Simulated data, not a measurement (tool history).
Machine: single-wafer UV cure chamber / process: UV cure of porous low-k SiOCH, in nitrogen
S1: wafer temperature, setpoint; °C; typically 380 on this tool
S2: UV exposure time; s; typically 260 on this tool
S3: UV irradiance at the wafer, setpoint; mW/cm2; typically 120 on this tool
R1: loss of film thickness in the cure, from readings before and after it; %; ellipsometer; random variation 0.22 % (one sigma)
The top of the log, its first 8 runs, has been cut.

run 9 hour=587.1 | S1=380 S2=260 S3=120 | R1=13.788
run 10 hour=644.6 | S1=380 S2=260 S3=120 | R1=14.172
run 11 hour=721.3 | S1=380 S2=260 S3=120 | R1=13.776
run 12 hour=761.1 | S1=380 S2=260 S3=140 | R1=14.550
run 13 hour=851.6 | S1=380 S2=260 S3=120 | R1=13.307
run 14 hour=915.1 | S1=380 S2=260 S3=120 | R1=12.969
-- hour=938.8 quartz window cleaned
-- hour=967.8 UV bulbs replaced
run 15 hour=982.2 | S1=380 S2=260 S3=120 | R1=14.585
run 16 hour=1027.0 | S1=380 S2=260 S3=120 | R1=15.000
run 17 hour=1069.3 | S1=380 S2=260 S3=120 | R1=15.001
run 18 hour=1166.6 | S1=380 S2=260 S3=120 | R1=15.231
run 19 hour=1204.1 | S1=398 S2=345 S3=159 | R1=18.310

Run 20 is up next; what results do you expect?
run 20 hour=1283.8 | S1=380 S2=315 S3=120 | R1=?

Run 20 measured R1 15.859 %.
The same run, on a tool lacking any hidden state, would have yielded R1 15.939 %.
